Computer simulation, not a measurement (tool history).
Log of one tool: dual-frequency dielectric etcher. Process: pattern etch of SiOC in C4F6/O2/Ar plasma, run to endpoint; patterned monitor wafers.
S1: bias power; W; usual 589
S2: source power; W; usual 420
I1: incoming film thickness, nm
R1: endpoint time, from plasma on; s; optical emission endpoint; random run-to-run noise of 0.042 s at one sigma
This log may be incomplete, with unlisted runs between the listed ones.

{"run": 1, "hour": 0.0, "S1": 589, "S2": 420, "I1": 46.32, "R1": 14.1}
{"run": 2, "hour": 127.5, "S1": 589, "S2": 390, "I1": 46.37, "R1": 14.4}
{"run": 3, "hour": 174.4, "S1": 589, "S2": 390, "I1": 46.82, "R1": 14.4}
{"run": 4, "hour": 239.4, "S1": 589, "S2": 390, "I1": 45.41, "R1": 13.9}
{"run": 5, "hour": 286.4, "S1": 633, "S2": 390, "I1": 46.15, "R1": 13.7}
{"run": 6, "hour": 321.8, "S1": 589, "S2": 460, "I1": 45.68, "R1": 13.3}
{"hour": 371.1, "done": "wet clean of the chamber"}
{"run": 7, "hour": 371.6, "S1": 589, "S2": 460, "I1": 46.27, "R1": 13.8}
{"run": 8, "hour": 404.8, "S1": 589, "S2": 460, "I1": 46.27, "R1": 13.8}
{"run": 9, "hour": 462.2, "S1": 589, "S2": 380, "I1": 46.67, "R1": 14.6}
{"run": 10, "hour": 491.6, "S1": 589, "S2": 380, "I1": 46.13, "R1": 14.4}
{"run": 11, "hour": 541.3, "S1": 589, "S2": 380, "I1": 46.19, "R1": 14.3}
{"run": 12, "hour": 584.6, "S1": 698, "S2": 420, "I1": 46.25, "R1": 13.2}
{"run": 13, "hour": 640.1, "S1": 643, "S2": 510, "I1": 46.35, "R1": 12.7}
{"hour": 669.3, "done": "upper electrode replaced"}
{"hour": 675.7, "done": "source power generator calibrated"}
{"run": 14, "hour": 676.2, "S1": 589, "S2": 350, "I1": 46.29, "R1": 14.6}
{"run": 15, "hour": 699.3, "S1": 589, "S2": 420, "I1": 45.94, "R1": 13.7}
{"hour": 769.1, "done": "wet clean of the chamber"}
{"run": 16, "hour": 769.6, "S1": 645, "S2": 360, "I1": 46.18, "R1": 14.2}
{"run": 17, "hour": 813.3, "S1": 659, "S2": 380, "I1": 45.98, "R1": 13.9}
{"run": 18, "hour": 839.3, "S1": 709, "S2": 420, "I1": 46.26, "R1": 13.2}
{"hour": 890.6, "done": "bias power generator calibrated"}
{"run": 19, "hour": 894.0, "S1": 589, "S2": 450, "I1": 46.06, "R1": 13.7}
{"run": 20, "hour": 963.6, "S1": 589, "S2": 420, "I1": 46.01, "R1": 13.9}
{"run": 21, "hour": 1028.0, "S1": 735, "S2": 470, "I1": 46.02, "R1": 12.4}
{"run": 22, "hour": 1054.0, "S1": 533, "S2": 510, "I1": 46.32, "R1": 13.5}
{"run": 23, "hour": 1106.0, "S1": 589, "S2": 450, "I1": 45.87, "R1": 13.3}
{"hour": 1169.3, "done": "wet clean of the chamber"}
{"run": 24, "hour": 1169.8, "S1": 531, "S2": 490, "I1": 46.61, "R1": 14.1}

5 ways to go on from here, each from the tool as it stands after run 24. What would each give?
{"run": "A", "hour": 1170.2, "S1": 589, "S2": 420, "I1": 46.22, "R1": "?"}
{"run": "B", "hour": 1170.2, "S1": 446, "S2": 320, "I1": 46.22, "R1": "?"}
{"run": "C", "hour": 1170.2, "S1": 543, "S2": 330, "I1": 46.22, "R1": "?"}
{"run": "D", "hour": 1170.2, "S1": 589, "S2": 470, "I1": 46.22, "R1": "?"}
{"run": "E", "hour": 1170.2, "S1": 663, "S2": 360, "I1": 46.22, "R1": "?"}

run=A R1=14.1
run=B R1=16.7
run=C R1=15.5
run=D R1=13.7
run=E R1=14.2
Take away the tool's hidden state, keep each run's random variation, and the runs would have read:
run=A R1=14.1
run=B R1=16.7
run=C R1=15.6
run=D R1=13.7
run=E R1=14.2
